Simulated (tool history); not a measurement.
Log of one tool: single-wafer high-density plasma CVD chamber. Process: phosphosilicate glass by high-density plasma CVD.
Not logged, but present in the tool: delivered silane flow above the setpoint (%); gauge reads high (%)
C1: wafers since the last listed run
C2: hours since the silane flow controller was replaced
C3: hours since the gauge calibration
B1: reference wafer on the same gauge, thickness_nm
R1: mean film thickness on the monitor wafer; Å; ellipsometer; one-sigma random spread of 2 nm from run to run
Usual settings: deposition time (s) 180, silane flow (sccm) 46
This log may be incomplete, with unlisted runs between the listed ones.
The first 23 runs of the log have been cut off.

Run 24, hour 1097.1: usual settings but silane flow (sccm) 39; C1 489; C2 284.2; C3 360.7; B1 891.988. Result: R1 7474.21 Å.
Run 25, hour 1158.4: usual settings but silane flow (sccm) 37; C1 446; C2 345.5; C3 422; B1 891.271. Result: R1 7236.11 Å.
Run 26, hour 1194.9: usual settings but deposition time (s) 159, silane flow (sccm) 42; C1 265; C2 382; C3 458.5; B1 891.949. Result: R1 6883.56 Å.
Run 27, hour 1242.7: usual settings; C1 348; C2 429.8; C3 506.3; B1 891.859. Result: R1 8246.81 Å.
Run 28, hour 1292: usual settings but deposition time (s) 156, silane flow (sccm) 51; C1 359; C2 479.1; C3 555.6; B1 891.818. Result: R1 7603.38 Å.
Run 29, hour 1319.8: usual settings but deposition time (s) 207, silane flow (sccm) 54; C1 202; C2 506.9; C3 583.4; B1 891.836. Result: R1 10505.64 Å.
Run 30, hour 1359.9: usual settings; C1 292; C2 547; C3 623.5; B1 891.591. Result: R1 8260.22 Å.
Run 31, hour 1415.1: usual settings but deposition time (s) 204, silane flow (sccm) 50; C1 402; C2 602.2; C3 678.7; B1 892.349. Result: R1 9833.77 Å.
Run 32, hour 1462: usual settings but deposition time (s) 204; C1 341; C2 649.1; C3 725.6; B1 891.024. Result: R1 9324.67 Å.

Predict each of these 5 candidate next runs independently; none follows another, all start after run 32:
Run A, hour 1462.5: usual settings but silane flow (sccm) 41; C1 3; C2 649.6; C3 726.1; B1 ?. Result: R1 ?.
Run B, hour 1462.5: usual settings but deposition time (s) 151, silane flow (sccm) 55; C1 3; C2 649.6; C3 726.1; B1 ?. Result: R1 ?.
Run C, hour 1462.5: usual settings but deposition time (s) 158, silane flow (sccm) 41; C1 3; C2 649.6; C3 726.1; B1 ?. Result: R1 ?.
Run D, hour 1462.5: usual settings but silane flow (sccm) 55; C1 3; C2 649.6; C3 726.1; B1 ?. Result: R1 ?.
Run E, hour 1462.5: usual settings but deposition time (s) 165; C1 3; C2 649.6; C3 726.1; B1 ?. Result: R1 ?.

run       B1       R1
  A  892.085  7687.06
  B  892.085  7753.69
  C  892.085  6747.53
  D  892.085  9242.81
  E  892.085  7555.79
Without the tool's hidden state the same runs would have given:
run       R1
  A  7722.19
  B  7789.13
  C  6778.37
  D  9285.06
  E  7590.33

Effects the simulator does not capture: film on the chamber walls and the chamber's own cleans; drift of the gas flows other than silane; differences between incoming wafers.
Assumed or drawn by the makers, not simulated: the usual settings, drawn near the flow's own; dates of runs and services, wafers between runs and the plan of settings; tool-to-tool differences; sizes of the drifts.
